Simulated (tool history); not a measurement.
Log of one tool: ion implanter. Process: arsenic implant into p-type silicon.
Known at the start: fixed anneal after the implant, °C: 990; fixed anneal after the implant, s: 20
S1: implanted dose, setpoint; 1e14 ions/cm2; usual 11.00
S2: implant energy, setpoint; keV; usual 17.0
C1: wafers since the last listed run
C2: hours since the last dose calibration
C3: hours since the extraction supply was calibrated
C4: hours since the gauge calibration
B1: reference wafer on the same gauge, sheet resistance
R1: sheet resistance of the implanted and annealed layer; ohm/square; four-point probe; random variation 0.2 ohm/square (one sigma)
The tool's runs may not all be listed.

run	hour	S1	S2	C1	C2	C3	C4	B1	R1
1	0.0	11.00	17.0	0	1503.8	2692.1	186.8	129.79	136.65
2	12.0	11.00	17.0	216	1515.8	2704.1	198.8	129.77	137.29
3	18.3	11.00	17.0	113	1522.1	2710.4	205.1	129.82	137.30
4	26.8	11.00	17.0	153	1530.6	2718.9	213.6	129.76	137.28
5	51.9	11.00	17.0	452	1555.7	2744.0	238.7	129.84	136.81
6	59.1	11.00	18.5	129	1562.9	2751.2	245.9	129.85	133.36
7	70.7	11.00	18.5	209	1574.5	2762.8	257.5	129.87	133.66
8	85.2	11.00	13.0	261	1589.0	2777.3	272.0	129.82	146.92
9	100.8	11.00	13.0	281	1604.6	2792.9	287.6	129.87	147.29
10	126.6	11.00	13.0	465	1630.4	2818.7	313.4	129.82	147.23
# hour 127.6: gauge calibrated
11	133.7	11.00	17.0	128	1637.5	2825.8	6.1	129.19	136.79
12	144.0	11.00	13.0	185	1647.8	2836.1	16.4	129.29	146.50
13	151.9	12.53	19.5	142	1655.7	2844.0	24.3	129.39	124.68
# hour 161.6: Faraday cup replaced and dose calibrated
14	162.5	12.95	11.0	46	0.9	2854.6	34.9	129.53	145.67
15	168.5	9.57	17.0	108	6.9	2860.6	40.9	129.52	144.93
16	184.9	14.15	12.0	295	23.3	2877.0	57.3	129.65	139.66
17	191.1	11.00	12.0	111	29.5	2883.2	63.5	129.66	149.51
# hour 204.5: extraction supply calibrated
18	207.2	9.81	17.0	146	45.6	2.7	79.6	129.73	143.55
19	221.8	11.00	17.0	263	60.2	17.3	94.2	129.81	137.13
20	230.1	11.00	21.0	149	68.5	25.6	102.5	129.79	128.37
21	239.2	11.00	17.0	164	77.6	34.7	111.6	129.87	137.09
22	255.8	10.13	20.5	299	94.2	51.3	128.2	129.88	134.38
23	303.7	11.00	17.0	863	142.1	99.2	176.1	130.02	137.14

Hidden state or all else? Some run-to-run changes of R1, split into what the settings, what came in and random variation would give without the hidden state, and what is left for the hidden state (with any gauge scatter that isn't in both results):
The hidden state here: deviation of the true dose from the Faraday cup's reading, %; deviation of the true energy from its setpoint, %; gauge reads high (%).
Run 10 -> 11: S2 13.0 -> 17.0, gauge calibrated. R1 -10.44 ohm/square: hidden state -0.75, all else -9.69.
Run 12 -> 13: S1 11.00 -> 12.53, S2 13.0 -> 19.5. R1 -21.82 ohm/square: hidden state +0.00, all else -21.82.
Run 13 -> 14: S1 12.53 -> 12.95, S2 19.5 -> 11.0, Faraday cup replaced and dose calibrated. R1 +20.99 ohm/square: hidden state +0.15, all else +20.84.
